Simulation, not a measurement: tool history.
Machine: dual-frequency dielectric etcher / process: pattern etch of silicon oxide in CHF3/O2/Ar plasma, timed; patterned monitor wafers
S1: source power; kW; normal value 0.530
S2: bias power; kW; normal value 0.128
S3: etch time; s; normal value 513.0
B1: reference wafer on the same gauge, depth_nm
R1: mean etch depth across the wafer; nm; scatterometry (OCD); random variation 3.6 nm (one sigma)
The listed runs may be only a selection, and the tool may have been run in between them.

run    hour     S1     S2     S3     B1      R1
  1     0.0  0.530  0.128  513.0  700.2   803.6
  2   122.0  0.530  0.128  513.0  700.4   811.5
  3   195.9  0.530  0.128  513.0  699.8   818.7
  4   249.8  0.530  0.128  513.0  699.2   820.1
      284.8  -- wet clean of the chamber
  5   358.9  0.530  0.128  513.0  699.9   792.0
  6   396.0  0.530  0.128  513.0  700.3   789.8
  7   469.9  0.530  0.128  513.0  700.7   802.4
  8   574.9  0.530  0.128  513.0  699.6   807.6
  9   631.0  0.530  0.128  513.0  699.6   806.1
 10   705.3  0.530  0.128  513.0  699.0   820.2
 11   788.3  0.530  0.128  513.0  699.4   826.2
      818.9  -- source power generator calibrated
      844.8  -- wet clean of the chamber
 12   885.1  0.530  0.128  513.0  700.4   794.6
 13   944.6  0.530  0.128  513.0  700.3   795.9
 14   996.3  0.530  0.128  513.0  699.5   801.7
 15  1068.1  0.530  0.128  513.0  700.1   808.7
 16  1171.8  0.530  0.151  513.0  699.8   867.2
 17  1212.9  0.640  0.128  381.5  699.5   642.7
 18  1301.8  0.620  0.150  513.0  700.0   905.7
     1356.7  -- gauge calibrated
     1436.0  -- bias power generator calibrated
     1494.1  -- upper electrode replaced
     1547.2  -- wet clean of the chamber
 19  1547.7  0.530  0.128  513.0  700.4   775.9
 20  1631.1  0.530  0.128  513.0  699.5   791.5
 21  1738.8  0.530  0.128  513.0  700.5   792.6
 22  1812.6  0.570  0.128  513.0  700.7   822.4
 23  1894.0  0.580  0.110  643.0  700.3   985.8
 24  1984.7  0.530  0.112  394.0  699.2   590.4
 25  2031.8  0.420  0.128  421.0  700.1   625.8
 26  2089.2  0.530  0.128  513.0  699.9   820.5
 27  2162.3  0.530  0.115  369.5  699.3   569.0
     2209.8  -- wet clean of the chamber
 28  2229.7  0.530  0.128  665.0  700.6  1020.6
 29  2273.6  0.410  0.102  578.0  700.8   771.0

What the log doesn't show, run by run:
source power that arrives over what is set, %: 0 at every run
bias power that arrives over what is set, %: 0 at every run
gauge reads high (%): 0 at every run
H1: etch rate over this chamber's usual, %
run      H1
  1    2.32
  2    3.35
  3    3.98
  4    4.44
  5   0.767
  6    1.08
  7    1.71
  8     2.6
  9    3.07
 10     3.7
 11    4.41
 12   0.623
 13    1.13
 14    1.57
 15    2.18
 16    3.05
 17     3.4
 18    4.16
 19  -0.851
 20  -0.144
 21    0.77
 22     1.4
 23    2.09
 24    2.86
 25    3.25
 26    3.74
 27    4.36
 28   0.616
 29   0.988

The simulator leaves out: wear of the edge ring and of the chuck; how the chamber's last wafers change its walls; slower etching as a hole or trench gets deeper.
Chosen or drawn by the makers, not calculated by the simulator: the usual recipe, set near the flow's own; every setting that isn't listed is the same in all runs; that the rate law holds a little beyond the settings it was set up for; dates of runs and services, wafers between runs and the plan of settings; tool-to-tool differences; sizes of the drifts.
